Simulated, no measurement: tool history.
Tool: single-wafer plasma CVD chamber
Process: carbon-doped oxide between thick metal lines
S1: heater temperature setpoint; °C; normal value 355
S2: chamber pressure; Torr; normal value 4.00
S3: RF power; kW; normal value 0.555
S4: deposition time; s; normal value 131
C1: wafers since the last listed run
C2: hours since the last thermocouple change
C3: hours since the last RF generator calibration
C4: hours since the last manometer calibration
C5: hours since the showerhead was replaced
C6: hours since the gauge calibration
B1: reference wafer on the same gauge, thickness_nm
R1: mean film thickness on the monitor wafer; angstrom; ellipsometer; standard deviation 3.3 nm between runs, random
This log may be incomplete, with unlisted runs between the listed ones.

run	hour	S1	S2	S3	S4	C1	C2	C3	C4	C5	C6	B1	R1
1	0.0	355	4.00	0.555	144	0	1057.6	387.5	1384.9	2795.8	1874.3	618.515	7554.32
2	60.9	355	4.00	0.555	142	821	1118.5	448.4	1445.8	2856.7	1935.2	617.435	7373.15
3	93.3	355	4.00	0.555	142	437	1150.9	480.8	1478.2	2889.1	1967.6	618.151	7420.35
4	125.4	355	4.00	0.555	131	433	1183.0	512.9	1510.3	2921.2	1999.7	617.057	6816.80
5	161.5	355	3.49	0.555	131	487	1219.1	549.0	1546.4	2957.3	2035.8	617.365	6690.28
6	224.3	355	3.49	0.555	131	847	1281.9	611.8	1609.2	3020.1	2098.6	618.126	6599.40
7	267.3	355	4.00	0.555	121	580	1324.9	654.8	1652.2	3063.1	2141.6	618.342	6346.80
8	309.0	347	4.00	0.555	120	562	1366.6	696.5	1693.9	3104.8	2183.3	617.803	6432.22
9	380.8	355	4.00	0.555	144	969	1438.4	768.3	1765.7	3176.6	2255.1	618.698	7567.19
# hour 402.8: gauge calibrated
# hour 419.4: showerhead replaced
10	419.9	355	4.00	0.555	131	419	1477.5	807.4	1804.8	0.5	17.1	618.296	6829.47
11	456.7	355	3.61	0.660	150	496	1514.3	844.2	1841.6	37.3	53.9	616.984	8950.17
12	481.2	355	4.00	0.555	131	330	1538.8	868.7	1866.1	61.8	78.4	618.400	6882.43
13	505.9	369	4.00	0.665	131	333	1563.5	893.4	1890.8	86.5	103.1	619.160	7656.04
# hour 537.4: thermocouple changed; heater temperature recalibrated
14	634.3	355	4.00	0.555	131	1624	96.9	1021.8	2019.2	214.9	231.5	618.888	6788.85
15	702.0	355	4.00	0.555	131	913	164.6	1089.5	2086.9	282.6	299.2	619.365	6754.16
# hour 713.1: RF generator calibrated
# hour 732.2: capacitance manometer re-zeroed and calibrated
16	732.7	355	4.00	0.470	131	198	195.3	19.6	0.5	313.3	329.9	618.304	5719.12
17	774.0	355	4.00	0.455	131	557	236.6	60.9	41.8	354.6	371.2	616.371	5535.39
18	831.5	355	4.00	0.555	131	776	294.1	118.4	99.3	412.1	428.7	618.835	6775.24
19	877.7	355	4.00	0.555	131	623	340.3	164.6	145.5	458.3	474.9	618.081	6734.97
20	943.5	365	3.61	0.585	131	888	406.1	230.4	211.3	524.1	540.7	618.779	6808.52
21	1012.5	348	4.00	0.615	131	931	475.1	299.4	280.3	593.1	609.7	617.268	7496.44
22	1168.9	355	4.00	0.615	111	2110	631.5	455.8	436.7	749.5	766.1	617.154	6322.13
23	1219.0	351	3.62	0.525	131	676	681.6	505.9	486.8	799.6	816.2	618.001	6403.19
24	1253.5	355	3.22	0.555	131	465	716.1	540.4	521.3	834.1	850.7	618.217	6550.65
25	1288.5	348	4.00	0.615	131	472	751.1	575.4	556.3	869.1	885.7	616.922	7598.06
26	1333.5	348	3.57	0.555	147	607	796.1	620.4	601.3	914.1	930.7	617.972	7642.57
27	1362.2	355	4.36	0.555	143	387	824.8	649.1	630.0	942.8	959.4	618.122	7560.09

Some steps in R1, run to run, broken into two amounts with sign: the step expected even without the hidden condition (settings, incoming material, random variation), and the rest, left for the hidden condition together with whatever gauge scatter is not in both the measured and the hidden-condition-free result:
Hidden state present: wafer temperature above the value expected at the setpoint (K); delivered RF power above the setpoint (%); true pressure above the setpoint (%); gauge reads high (%).
Run 10 -> 11: S2 4.00 -> 3.61, S3 0.555 -> 0.660, S4 131 -> 150. R1 +2120.70 angstrom: hidden state +31.53, all else +2089.17.
Run 11 -> 12: S2 3.61 -> 4.00, S3 0.660 -> 0.555, S4 150 -> 131. R1 -2067.74 angstrom: hidden state -29.73, all else -2038.01.
Run 13 -> 14: S1 369 -> 355, S3 0.665 -> 0.555, thermocouple changed; heater temperature recalibrated. R1 -867.19 angstrom: hidden state -103.79, all else -763.40.

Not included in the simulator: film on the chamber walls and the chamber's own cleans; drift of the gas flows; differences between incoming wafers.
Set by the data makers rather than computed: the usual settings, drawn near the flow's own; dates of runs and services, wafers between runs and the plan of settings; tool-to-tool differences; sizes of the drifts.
